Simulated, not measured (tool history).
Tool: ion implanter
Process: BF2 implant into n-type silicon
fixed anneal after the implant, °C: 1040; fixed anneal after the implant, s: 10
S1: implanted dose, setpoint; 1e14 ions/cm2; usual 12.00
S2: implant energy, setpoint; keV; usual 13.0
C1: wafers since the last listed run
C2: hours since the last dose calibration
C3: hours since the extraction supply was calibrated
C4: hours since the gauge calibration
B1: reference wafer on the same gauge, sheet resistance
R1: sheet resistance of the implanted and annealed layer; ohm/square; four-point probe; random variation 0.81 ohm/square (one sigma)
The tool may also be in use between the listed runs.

Run 1, hour 0.0: usual settings; C1 0; C2 855.6; C3 1952.6; C4 187.7; B1 215.65. Result: R1 184.01 ohm/square.
Run 2, hour 20.4: usual settings; C1 414; C2 876.0; C3 1973.0; C4 208.1; B1 215.65. Result: R1 184.38 ohm/square.
Run 3, hour 46.4: usual settings but S2 15.5 keV; C1 528; C2 902.0; C3 1999.0; C4 234.1; B1 215.93. Result: R1 174.59 ohm/square.
Run 4, hour 63.1: usual settings but S2 15.5 keV; C1 339; C2 918.7; C3 2015.7; C4 250.8; B1 216.05. Result: R1 172.99 ohm/square.
Run 5, hour 79.2: usual settings but S2 15.5 keV; C1 327; C2 934.8; C3 2031.8; C4 266.9; B1 216.35. Result: R1 173.96 ohm/square.
Run 6, hour 96.5: usual settings but S1 13.87 1e14 ions/cm2; C1 351; C2 952.1; C3 2049.1; C4 284.2; B1 216.39. Result: R1 178.37 ohm/square.
Run 7, hour 129.0: usual settings but S1 13.87 1e14 ions/cm2; C1 660; C2 984.6; C3 2081.6; C4 316.7; B1 216.12. Result: R1 178.81 ohm/square.
Run 8, hour 158.6: usual settings but S2 11.5 keV; C1 601; C2 1014.2; C3 2111.2; C4 346.3; B1 216.76. Result: R1 190.64 ohm/square.
Run 9, hour 181.3: usual settings but S1 10.94 1e14 ions/cm2; C1 461; C2 1036.9; C3 2133.9; C4 369.0; B1 216.67. Result: R1 190.32 ohm/square.
Run 10, hour 207.5: usual settings; C1 532; C2 1063.1; C3 2160.1; C4 395.2; B1 216.47. Result: R1 185.39 ohm/square.
Run 11, hour 280.2: usual settings; C1 1478; C2 1135.8; C3 2232.8; C4 467.9; B1 217.35. Result: R1 185.11 ohm/square.
Run 12, hour 300.3: usual settings; C1 408; C2 1155.9; C3 2252.9; C4 488.0; B1 218.34. Result: R1 186.37 ohm/square.
Run 13, hour 323.1: usual settings; C1 463; C2 1178.7; C3 2275.7; C4 510.8; B1 218.57. Result: R1 185.67 ohm/square.
Run 14, hour 349.5: usual settings; C1 536; C2 1205.1; C3 2302.1; C4 537.2; B1 218.95. Result: R1 185.66 ohm/square.
Run 15, hour 369.8: usual settings; C1 412; C2 1225.4; C3 2322.4; C4 557.5; B1 218.91. Result: R1 186.82 ohm/square.
Run 16, hour 393.9: usual settings; C1 490; C2 1249.5; C3 2346.5; C4 581.6; B1 218.82. Result: R1 187.38 ohm/square.
Run 17, hour 410.4: usual settings; C1 335; C2 1266.0; C3 2363.0; C4 598.1; B1 219.17. Result: R1 186.59 ohm/square.
Run 18, hour 445.8: usual settings; C1 719; C2 1301.4; C3 2398.4; C4 633.5; B1 219.08. Result: R1 186.64 ohm/square.
At hour 457.9: gauge calibrated.
Run 19, hour 469.8: usual settings; C1 488; C2 1325.4; C3 2422.4; C4 11.9; B1 214.78. Result: R1 183.69 ohm/square.
Run 20, hour 502.6: usual settings; C1 666; C2 1358.2; C3 2455.2; C4 44.7; B1 215.10. Result: R1 184.09 ohm/square.
At hour 522.9: extraction supply calibrated.
Run 21, hour 523.4: usual settings but S1 13.31 1e14 ions/cm2, S2 15.0 keV; C1 260; C2 1379.0; C3 0.5; C4 65.5; B1 214.94. Result: R1 171.03 ohm/square.
Run 22, hour 537.9: usual settings but S1 13.85 1e14 ions/cm2, S2 15.5 keV; C1 294; C2 1393.5; C3 15.0; C4 80.0; B1 214.70. Result: R1 166.15 ohm/square.
At hour 550.3: Faraday cup replaced and dose calibrated.
Run 23, hour 573.6: usual settings but S2 17.5 keV; C1 563; C2 23.3; C3 50.7; C4 115.7; B1 215.34. Result: R1 167.55 ohm/square.
Run 24, hour 585.8: usual settings but S1 10.24 1e14 ions/cm2; C1 248; C2 35.5; C3 62.9; C4 127.9; B1 215.55. Result: R1 192.35 ohm/square.
Run 25, hour 609.4: usual settings; C1 479; C2 59.1; C3 86.5; C4 151.5; B1 215.16. Result: R1 184.01 ohm/square.
Run 26, hour 624.1: usual settings but S1 13.06 1e14 ions/cm2, S2 10.5 keV; C1 298; C2 73.8; C3 101.2; C4 166.2; B1 215.93. Result: R1 191.58 ohm/square.
Run 27, hour 637.4: usual settings but S1 15.45 1e14 ions/cm2, S2 11.5 keV; C1 270; C2 87.1; C3 114.5; C4 179.5; B1 215.13. Result: R1 181.03 ohm/square.
Run 28, hour 670.4: usual settings; C1 671; C2 120.1; C3 147.5; C4 212.5; B1 215.42. Result: R1 184.33 ohm/square.
Run 29, hour 693.8: usual settings; C1 475; C2 143.5; C3 170.9; C4 235.9; B1 215.66. Result: R1 184.28 ohm/square.
Run 30, hour 729.6: usual settings but S1 8.52 1e14 ions/cm2, S2 16.0 keV; C1 727; C2 179.3; C3 206.7; C4 271.7; B1 215.98. Result: R1 198.07 ohm/square.
Run 31, hour 756.3: usual settings; C1 542; C2 206.0; C3 233.4; C4 298.4; B1 215.58. Result: R1 184.47 ohm/square.
Run 32, hour 782.8: usual settings but S1 14.27 1e14 ions/cm2, S2 11.5 keV; C1 538; C2 232.5; C3 259.9; C4 324.9; B1 216.14. Result: R1 183.75 ohm/square.
Run 33, hour 816.1: usual settings but S1 8.62 1e14 ions/cm2; C1 677; C2 265.8; C3 293.2; C4 358.2; B1 216.46. Result: R1 209.53 ohm/square.
Run 34, hour 851.3: usual settings; C1 715; C2 301.0; C3 328.4; C4 393.4; B1 217.24. Result: R1 185.05 ohm/square.
Run 35, hour 880.1: usual settings but S1 10.34 1e14 ions/cm2, S2 11.5 keV; C1 585; C2 329.8; C3 357.2; C4 422.2; B1 217.49. Result: R1 203.11 ohm/square.
Run 36, hour 912.4: usual settings but S1 10.50 1e14 ions/cm2, S2 11.0 keV; C1 656; C2 362.1; C3 389.5; C4 454.5; B1 217.71. Result: R1 205.85 ohm/square.

How the hidden state differs across the entries between the runs, from the last listed run before each to the first after it:
Between runs 18 and 19: gauge calibrated (hour 457.9)
  gauge reads high (%): 2.22 -> 0.0547
  measured less the result without the state, R1: +4.06 -> +0.10 ohm/square
Between runs 20 and 21: extraction supply calibrated (hour 522.9)
  gauge reads high (%): 0.0649 -> 0.0774
  measured less the result without the state, R1: +0.12 -> +0.13 ohm/square
Between runs 22 and 23: Faraday cup replaced and dose calibrated (hour 550.3)
  gauge reads high (%): 0.089 -> 0.127
  measured less the result without the state, R1: +0.15 -> +0.21 ohm/square
